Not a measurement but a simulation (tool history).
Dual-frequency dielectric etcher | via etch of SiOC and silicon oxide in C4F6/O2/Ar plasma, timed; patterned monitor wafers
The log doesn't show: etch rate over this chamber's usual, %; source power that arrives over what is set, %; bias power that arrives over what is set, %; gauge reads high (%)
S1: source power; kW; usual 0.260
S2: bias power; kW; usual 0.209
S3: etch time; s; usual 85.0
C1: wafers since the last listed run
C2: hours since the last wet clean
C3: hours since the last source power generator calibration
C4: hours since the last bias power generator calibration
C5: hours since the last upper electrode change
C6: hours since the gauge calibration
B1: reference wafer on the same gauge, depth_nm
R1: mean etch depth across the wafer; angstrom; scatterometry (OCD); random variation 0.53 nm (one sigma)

run,hour,S1,S2,S3,C1,C2,C3,C4,C5,C6,B1,R1
1,0.0,0.260,0.209,85.0,0,510.4,1884.3,1696.8,41.9,40.7,90.3,852
2,74.1,0.260,0.209,85.0,651,584.5,1958.4,1770.9,116.0,114.8,90.3,847
# hour 120.0: wet clean of the chamber
3,148.7,0.260,0.209,85.0,444,28.7,2033.0,1845.5,190.6,189.4,90.3,846
4,255.8,0.260,0.209,85.0,941,135.8,2140.1,1952.6,297.7,296.5,90.3,845
5,322.3,0.260,0.229,85.0,584,202.3,2206.6,2019.1,364.2,363.0,90.2,875
6,416.4,0.260,0.229,85.0,826,296.4,2300.7,2113.2,458.3,457.1,90.2,882
7,492.6,0.220,0.183,85.0,669,372.6,2376.9,2189.4,534.5,533.3,90.2,726
8,592.4,0.310,0.237,85.0,877,472.4,2476.7,2289.2,634.3,633.1,90.3,968
# hour 625.4: bias power generator calibrated
9,695.4,0.210,0.209,85.0,870,575.4,2579.7,70.0,737.3,736.1,90.0,751
10,770.2,0.260,0.190,85.0,657,650.2,2654.5,144.8,812.1,810.9,90.0,810
# hour 814.5: source power generator calibrated
11,821.1,0.260,0.209,85.0,412,701.1,6.6,195.7,863.0,861.8,89.9,846
# hour 847.0: wet clean of the chamber
12,862.0,0.260,0.193,85.0,148,15.0,47.5,236.6,903.9,902.7,90.1,826
13,919.6,0.260,0.209,85.0,506,72.6,105.1,294.2,961.5,960.3,90.0,836
14,985.9,0.260,0.250,76.5,582,138.9,171.4,360.5,1027.8,1026.6,90.0,811
15,1035.1,0.260,0.175,85.0,432,188.1,220.6,409.7,1077.0,1075.8,89.9,773
16,1124.2,0.260,0.209,85.0,783,277.2,309.7,498.8,1166.1,1164.9,89.8,842
17,1383.0,0.260,0.209,85.0,2274,536.0,568.5,757.6,1424.9,1423.7,89.6,830
18,1465.7,0.280,0.227,85.0,726,618.7,651.2,840.3,1507.6,1506.4,89.5,899
# hour 1567.7: wet clean of the chamber
19,1568.2,0.260,0.209,85.0,689,0.5,753.7,942.8,1610.1,1608.9,89.7,832
20,1613.3,0.280,0.184,64.0,396,45.6,798.8,987.9,1655.2,1654.0,89.5,609
21,1692.3,0.260,0.236,60.0,694,124.6,877.8,1066.9,1734.2,1733.0,89.5,617
22,1757.7,0.290,0.243,92.0,574,190.0,943.2,1132.3,1799.6,1798.4,89.2,1019
23,1816.9,0.260,0.209,85.0,520,249.2,1002.4,1191.5,1858.8,1857.6,89.2,835
24,2031.7,0.260,0.209,85.0,1887,464.0,1217.2,1406.3,2073.6,2072.4,88.8,836
25,2088.5,0.260,0.160,60.5,499,520.8,1274.0,1463.1,2130.4,2129.2,88.9,526
26,2129.1,0.300,0.248,98.5,356,561.4,1314.6,1503.7,2171.0,2169.8,89.0,1101
27,2181.9,0.290,0.209,85.0,464,614.2,1367.4,1556.5,2223.8,2222.6,88.7,871
28,2238.7,0.260,0.209,103.5,499,671.0,1424.2,1613.3,2280.6,2279.4,88.5,1005
# hour 2288.5: wet clean of the chamber
29,2343.0,0.290,0.227,85.0,705,54.5,1528.5,1717.6,2384.9,2383.7,88.6,897
30,2382.0,0.260,0.209,85.0,342,93.5,1567.5,1756.6,2423.9,2422.7,88.3,832

Measured less the same run without the tool's hidden state. The same run-to-run variation is in both; the gauge's scatter may not be:
run,R1
1,+1
2,+1
3,+1
4,+1
5,+0
6,+0
7,+0
8,-1
9,-1
10,-1
11,-1
12,-1
13,-2
14,-2
15,-3
16,-3
17,-5
18,-7
19,-7
20,-5
21,-6
22,-11
23,-10
24,-12
25,-8
26,-18
27,-14
28,-18
29,-18
30,-17
